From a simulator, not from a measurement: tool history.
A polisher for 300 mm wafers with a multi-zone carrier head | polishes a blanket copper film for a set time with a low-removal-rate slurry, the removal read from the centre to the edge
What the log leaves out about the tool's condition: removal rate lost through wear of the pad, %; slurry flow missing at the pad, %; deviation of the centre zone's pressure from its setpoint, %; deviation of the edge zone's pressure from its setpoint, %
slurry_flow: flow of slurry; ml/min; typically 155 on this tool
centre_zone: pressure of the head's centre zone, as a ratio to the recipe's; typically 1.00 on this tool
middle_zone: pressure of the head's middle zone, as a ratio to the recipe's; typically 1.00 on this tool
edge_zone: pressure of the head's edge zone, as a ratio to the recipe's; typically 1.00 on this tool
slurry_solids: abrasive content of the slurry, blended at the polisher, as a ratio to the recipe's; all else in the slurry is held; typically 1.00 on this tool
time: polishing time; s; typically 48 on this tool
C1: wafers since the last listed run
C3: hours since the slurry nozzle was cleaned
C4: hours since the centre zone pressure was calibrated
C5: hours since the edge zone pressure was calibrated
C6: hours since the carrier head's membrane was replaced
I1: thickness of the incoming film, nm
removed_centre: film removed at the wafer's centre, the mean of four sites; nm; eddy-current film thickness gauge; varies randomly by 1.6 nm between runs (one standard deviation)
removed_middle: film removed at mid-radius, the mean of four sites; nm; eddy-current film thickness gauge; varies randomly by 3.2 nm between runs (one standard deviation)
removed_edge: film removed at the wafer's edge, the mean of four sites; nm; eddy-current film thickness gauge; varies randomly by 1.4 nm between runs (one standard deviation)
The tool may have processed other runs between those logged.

Run 1, hour 0.0: usual settings but centre_zone 1.04, middle_zone 1.09, slurry_solids 0.85; C1 0; wafers polished on this pad 6; C3 145.9; C4 69.4; C5 702.5; C6 1577.0; I1 1445.7. Result: removed_centre 235.5 nm, removed_middle 238.3 nm, removed_edge 220.6 nm.
Run 2, hour 12.3: usual settings but centre_zone 0.91, middle_zone 1.10, edge_zone 1.08, slurry_solids 0.90; C1 131; wafers polished on this pad 137; C3 158.2; C4 81.7; C5 714.8; C6 1589.3; I1 1447.8. Result: removed_centre 207.1 nm, removed_middle 237.6 nm, removed_edge 231.9 nm.
Run 3, hour 27.3: usual settings but slurry_flow 125 ml/min; C1 160; wafers polished on this pad 297; C3 173.2; C4 96.7; C5 729.8; C6 1604.3; I1 1470.1. Result: removed_centre 220.0 nm, removed_middle 218.6 nm, removed_edge 219.0 nm.
Run 4, hour 38.2: usual settings but slurry_flow 210 ml/min; C1 116; wafers polished on this pad 414; C3 184.1; C4 107.6; C5 740.7; C6 1615.2; I1 1466.1. Result: removed_centre 247.8 nm, removed_middle 237.0 nm, removed_edge 235.7 nm.
At hour 45.5: edge zone pressure recalibrated.
Run 5, hour 50.4: usual settings but slurry_flow 180 ml/min, centre_zone 1.09, middle_zone 0.92, time 56 s; C1 108; wafers polished on this pad 523; C3 196.3; C4 119.8; C5 4.9; C6 1627.4; I1 1460.0. Result: removed_centre 309.6 nm, removed_middle 250.9 nm, removed_edge 271.5 nm.
Run 6, hour 60.2: usual settings; C1 104; wafers polished on this pad 627; C3 206.1; C4 129.6; C5 14.7; C6 1637.2; I1 1452.6. Result: removed_centre 234.3 nm, removed_middle 226.1 nm, removed_edge 227.4 nm.
At hour 81.2: carrier head's membrane replaced by a new one.
Run 7, hour 81.7: usual settings; C1 176; wafers polished on this pad 804; C3 227.6; C4 151.1; C5 36.2; C6 0.5; I1 1466.4. Result: removed_centre 235.0 nm, removed_middle 224.8 nm, removed_edge 226.0 nm.
Run 8, hour 90.8: usual settings but slurry_flow 200 ml/min, slurry_solids 1.20; C1 97; wafers polished on this pad 901; C3 236.7; C4 160.2; C5 45.3; C6 9.6; I1 1438.0. Result: removed_centre 254.3 nm, removed_middle 238.6 nm, removed_edge 242.8 nm.
Run 9, hour 100.1: usual settings but slurry_flow 115 ml/min, slurry_solids 1.15; C1 99; wafers polished on this pad 1000; C3 246.0; C4 169.5; C5 54.6; C6 18.9; I1 1438.5. Result: removed_centre 221.5 nm, removed_middle 214.7 nm, removed_edge 220.8 nm.
At hour 106.4: worn pad replaced by a new one.
Run 10, hour 116.5: usual settings but centre_zone 1.08, slurry_solids 1.25, time 63 s; C1 132; wafers polished on this pad 108; C3 262.4; C4 185.9; C5 71.0; C6 35.3; I1 1450.1. Result: removed_centre 350.5 nm, removed_middle 310.1 nm, removed_edge 309.0 nm.
Run 11, hour 126.8: usual settings but edge_zone 1.10, slurry_solids 1.25, time 60 s; C1 110; wafers polished on this pad 218; C3 272.7; C4 196.2; C5 81.3; C6 45.6; I1 1448.1. Result: removed_centre 305.2 nm, removed_middle 291.4 nm, removed_edge 312.4 nm.
Run 12, hour 139.6: usual settings but slurry_flow 110 ml/min, centre_zone 1.10; C1 136; wafers polished on this pad 355; C3 285.5; C4 209.0; C5 94.1; C6 58.4; I1 1427.4. Result: removed_centre 234.7 nm, removed_middle 210.5 nm, removed_edge 215.1 nm.
Run 13, hour 150.7: usual settings; C1 118; wafers polished on this pad 473; C3 296.6; C4 220.1; C5 105.2; C6 69.5; I1 1445.9. Result: removed_centre 236.5 nm, removed_middle 225.6 nm, removed_edge 224.1 nm.
Run 14, hour 165.4: usual settings but slurry_flow 105 ml/min, edge_zone 0.95, slurry_solids 0.80, time 63 s; C1 157; wafers polished on this pad 630; C3 311.3; C4 234.8; C5 119.9; C6 84.2; I1 1427.9. Result: removed_centre 266.4 nm, removed_middle 257.8 nm, removed_edge 258.7 nm.
Run 15, hour 172.8: usual settings but centre_zone 0.94, middle_zone 1.09; C1 79; wafers polished on this pad 709; C3 318.7; C4 242.2; C5 127.3; C6 91.6; I1 1462.6. Result: removed_centre 224.6 nm, removed_middle 236.8 nm, removed_edge 229.0 nm.
Run 16, hour 182.7: usual settings; C1 105; wafers polished on this pad 815; C3 328.6; C4 252.1; C5 137.2; C6 101.5; I1 1443.7. Result: removed_centre 240.4 nm, removed_middle 226.5 nm, removed_edge 228.4 nm.
Run 17, hour 191.9: usual settings but slurry_flow 130 ml/min, centre_zone 1.11, edge_zone 0.94; C1 98; wafers polished on this pad 913; C3 337.8; C4 261.3; C5 146.4; C6 110.7; I1 1419.9. Result: removed_centre 256.2 nm, removed_middle 217.9 nm, removed_edge 215.3 nm.
Run 18, hour 206.9: usual settings; C1 160; wafers polished on this pad 1074; C3 352.8; C4 276.3; C5 161.4; C6 125.7; I1 1440.2. Result: removed_centre 237.2 nm, removed_middle 225.7 nm, removed_edge 224.3 nm.
At hour 213.6: worn pad replaced by a new one.
Run 19, hour 214.4: usual settings but centre_zone 1.04, middle_zone 1.09, slurry_solids 0.85; C1 37; wafers polished on this pad 8; C3 360.3; C4 283.8; C5 168.9; C6 133.2; I1 1456.3. Result: removed_centre 239.2 nm, removed_middle 229.3 nm, removed_edge 218.8 nm.
Run 20, hour 226.1: usual settings but centre_zone 1.06, edge_zone 0.95; C1 125; wafers polished on this pad 133; C3 372.0; C4 295.5; C5 180.6; C6 144.9; I1 1428.0. Result: removed_centre 252.7 nm, removed_middle 216.5 nm, removed_edge 220.3 nm.
Run 21, hour 233.8: usual settings but middle_zone 1.10, edge_zone 0.94, slurry_solids 0.85; C1 82; wafers polished on this pad 215; C3 379.7; C4 303.2; C5 188.3; C6 152.6; I1 1420.1. Result: removed_centre 235.0 nm, removed_middle 234.7 nm, removed_edge 211.4 nm.
Run 22, hour 248.4: usual settings; C1 156; wafers polished on this pad 371; C3 394.3; C4 317.8; C5 202.9; C6 167.2; I1 1445.5. Result: removed_centre 240.4 nm, removed_middle 222.8 nm, removed_edge 228.0 nm.
Run 23, hour 260.6: usual settings but middle_zone 1.10; C1 130; wafers polished on this pad 501; C3 406.5; C4 330.0; C5 215.1; C6 179.4; I1 1425.4. Result: removed_centre 237.9 nm, removed_middle 236.3 nm, removed_edge 228.3 nm.

Results per run with the tool's hidden condition removed, run-to-run variation unchanged:
run  removed_centre
  1           234.2
  2           205.5
  3           217.7
  4           244.7
  5           305.1
  6           230.5
  7           230.4
  8           248.9
  9           216.5
 10           341.8
 11           297.2
 12           228.2
 13           229.5
 14           257.9
 15           217.2
 16           232.3
 17           247.3
 18           228.5
 19           230.3
 20           242.9
 21           225.6
 22           230.5
 23           227.8
removed_middle: within 0.1 nm of the measured result in every run.
removed_edge without the hidden state equals the measured value, run for run.

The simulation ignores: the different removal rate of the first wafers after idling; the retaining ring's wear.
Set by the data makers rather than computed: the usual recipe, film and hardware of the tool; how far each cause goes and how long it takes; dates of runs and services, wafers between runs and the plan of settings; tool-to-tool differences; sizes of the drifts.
